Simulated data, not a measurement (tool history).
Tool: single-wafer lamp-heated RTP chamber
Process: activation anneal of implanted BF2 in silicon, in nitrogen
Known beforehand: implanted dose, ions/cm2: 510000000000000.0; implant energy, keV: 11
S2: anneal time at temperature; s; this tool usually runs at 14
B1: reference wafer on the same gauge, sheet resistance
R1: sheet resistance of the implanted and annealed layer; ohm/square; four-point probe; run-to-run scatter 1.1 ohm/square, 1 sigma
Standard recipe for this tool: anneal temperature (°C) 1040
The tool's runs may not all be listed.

Run 1, day 0: usual settings; B1 311.35. Result: R1 273.34 ohm/square.
Run 2, day 2.067: usual settings; B1 310.89. Result: R1 273.03 ohm/square.
Run 3, day 6.283: usual settings; B1 311.27. Result: R1 272.97 ohm/square.
Run 4, day 10.204: usual settings; B1 311.38. Result: R1 274.02 ohm/square.
Run 5, day 14.058: usual settings; B1 311.18. Result: R1 272.9 ohm/square.
Run 6, day 17.479: usual settings; B1 311.1. Result: R1 268.2 ohm/square.
Run 7, day 20.162: usual settings; B1 311.21. Result: R1 269.29 ohm/square.
Run 8, day 22.538: usual settings; B1 311.15. Result: R1 269.57 ohm/square.
Run 9, day 24.154: usual settings; B1 311.14. Result: R1 267.93 ohm/square.
Run 10, day 29.45: usual settings; B1 310.97. Result: R1 267.23 ohm/square.
Run 11, day 31.367: usual settings; B1 310.71. Result: R1 273.1 ohm/square.
Run 12, day 35.288: usual settings; B1 311.1. Result: R1 275.28 ohm/square.
Run 13, day 36.912: usual settings; B1 311.26. Result: R1 273.96 ohm/square.
Run 14, day 38.725: usual settings but anneal temperature (°C) 1052; B1 311.14. Result: R1 264.62 ohm/square.
Run 15, day 41.7: usual settings but anneal temperature (°C) 1031, S2 21 s; B1 311.19. Result: R1 270.49 ohm/square.
Run 16, day 43.425: usual settings; B1 311.07. Result: R1 271.98 ohm/square.
Run 17, day 46.517: usual settings but anneal temperature (°C) 1026, S2 19 s; B1 310.66. Result: R1 280.67 ohm/square.
Run 18, day 49.979: usual settings but anneal temperature (°C) 1013, S2 19 s; B1 311.34. Result: R1 289.78 ohm/square.
Run 19, day 52.85: usual settings but anneal temperature (°C) 1016; B1 310.96. Result: R1 295.58 ohm/square.
Run 20, day 54.721: usual settings but anneal temperature (°C) 1026, S2 6 s; B1 311.22. Result: R1 304.87 ohm/square.
Run 21, day 57.458: usual settings but anneal temperature (°C) 1012, S2 22 s; B1 311.02. Result: R1 286.1 ohm/square.
Run 22, day 59.717: usual settings but S2 6 s; B1 310.92. Result: R1 295.2 ohm/square.
Run 23, day 63.779: usual settings but anneal temperature (°C) 1014, S2 19 s; B1 310.93. Result: R1 288.72 ohm/square.

Put back what was entered between runs (11 entries, withheld): which listed runs does each sit between, and how does the hidden state differ from the listed run before to the listed run after?
After run 2, before run 3: reflector plate cleaned (day 3.721)
  wafer temperature error from the tarnished reflector plate, K: 2.36 -> 0.48
  measured minus no-state result, R1: -2.01 -> -0.4 ohm/square
After run 3, before run 4: pyrometer window cleaned and pyrometer calibrated (day 8.238)
  wafer temperature error from the tarnished reflector plate, K: 0.48 -> 1.19
  measured minus no-state result, R1: -0.4 -> -1.01 ohm/square
After run 5, before run 6: reflector plate cleaned (day 16.25)
  wafer temperature error from the tarnished reflector plate, K: 2.48 -> 6.08
  measured minus no-state result, R1: -2.12 -> -5.17 ohm/square
After run 7, before run 8: pyrometer window cleaned and pyrometer calibrated (day 22.517)
  wafer temperature error from the tarnished reflector plate, K: 6.35 -> 6.83
  measured minus no-state result, R1: -5.42 -> -5.84 ohm/square
After run 10, before run 11: reflector plate cleaned, repeated, since the last time left the tool worse (day 31.317)
  wafer temperature error from the tarnished reflector plate, K: 9.52 -> 0.0688
  measured minus no-state result, R1: -8.12 -> -0.06 ohm/square
After run 11, before run 12: gauge calibrated (day 31.421); pyrometer window cleaned and pyrometer calibrated (day 33.592)
  wafer temperature error from the tarnished reflector plate, K: 0.0688 -> 0.383
  measured minus no-state result, R1: -0.06 -> -0.32 ohm/square
After run 16, before run 17: reflector plate cleaned (day 45.621)
  wafer temperature error from the tarnished reflector plate, K: 2.99 -> 0.626
  measured minus no-state result, R1: -2.56 -> -0.58 ohm/square
After run 17, before run 18: pyrometer window cleaned and pyrometer calibrated (day 48.212)
  wafer temperature error from the tarnished reflector plate, K: 0.626 -> 0.989
  measured minus no-state result, R1: -0.58 -> -0.79 ohm/square
After run 21, before run 22: reflector plate cleaned (day 58.904)
  wafer temperature error from the tarnished reflector plate, K: 3.4 -> 0.194
  measured minus no-state result, R1: -2.72 -> -0.17 ohm/square
After run 22, before run 23: pyrometer window cleaned and pyrometer calibrated (day 60.467)
  wafer temperature error from the tarnished reflector plate, K: 0.194 -> 0.655
  measured minus no-state result, R1: -0.17 -> -0.52 ohm/square
